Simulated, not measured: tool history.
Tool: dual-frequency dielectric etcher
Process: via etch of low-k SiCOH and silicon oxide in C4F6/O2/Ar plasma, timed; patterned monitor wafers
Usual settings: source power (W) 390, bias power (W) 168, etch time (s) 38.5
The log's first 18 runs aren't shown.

run,hour,source power (W),bias power (W),etch time (s),wafers since the last listed run,hours since the last wet clean,hours since the last source power generator calibration,hours since the last bias power generator calibration,hours since the last upper electrode change,hours since the gauge calibration,"read-back reference wafer on the same gauge, depth_nm",mean etch depth across the wafer (Å)
# hour 805.8: bias power generator calibrated
# hour 836.8: upper electrode replaced
19,837.3,350,186,38.5,572,204.6,296.9,31.5,0.5,666.3,103,987
20,880.8,390,168,49,410,248.1,340.4,75,44,709.8,103,1284
# hour 1055.6: wet clean of the chamber
21,1093.2,390,168,38.5,1776,37.6,552.8,287.4,256.4,922.2,102.9,1000
22,1173.8,390,184,34.5,759,118.2,633.4,368,337,1002.8,102.8,938
23,1207.2,390,137,43,314,151.6,666.8,401.4,370.4,1036.2,103.1,1054
24,1237.8,340,191,44.5,288,182.2,697.4,432,401,1066.8,103,1140
25,1262.8,320,168,38.5,235,207.2,722.4,457,426,1091.8,103.1,924
26,1331.1,390,168,29,643,275.5,790.7,525.3,494.3,1160.1,103,775
27,1372.6,420,168,50,391,317,832.2,566.8,535.8,1201.6,103.2,1345
28,1421.6,310,168,31,461,366,881.2,615.8,584.8,1250.6,102.8,740
29,1446.3,330,136,50,232,390.7,905.9,640.5,609.5,1275.3,103.3,1138
# hour 1533.5: wet clean of the chamber
30,1534,390,168,47,600,0.5,993.6,728.2,697.2,1363,103.1,1228

Forecast each of these 3 alternatives for the next run:
A,1534.4,390,186,38.5,3,0.9,994,728.6,697.6,1363.4,?,?
B,1534.4,480,168,47,3,0.9,994,728.6,697.6,1363.4,?,?
C,1534.4,440,185,49,3,0.9,994,728.6,697.6,1363.4,?,?

run,"read-back reference wafer on the same gauge, depth_nm",mean etch depth across the wafer (Å)
A,103.1,1045
B,103.1,1354
C,103.1,1401
Without the tool's hidden state the same runs would have given:
run,mean etch depth across the wafer (Å)
A,1045
B,1354
C,1401

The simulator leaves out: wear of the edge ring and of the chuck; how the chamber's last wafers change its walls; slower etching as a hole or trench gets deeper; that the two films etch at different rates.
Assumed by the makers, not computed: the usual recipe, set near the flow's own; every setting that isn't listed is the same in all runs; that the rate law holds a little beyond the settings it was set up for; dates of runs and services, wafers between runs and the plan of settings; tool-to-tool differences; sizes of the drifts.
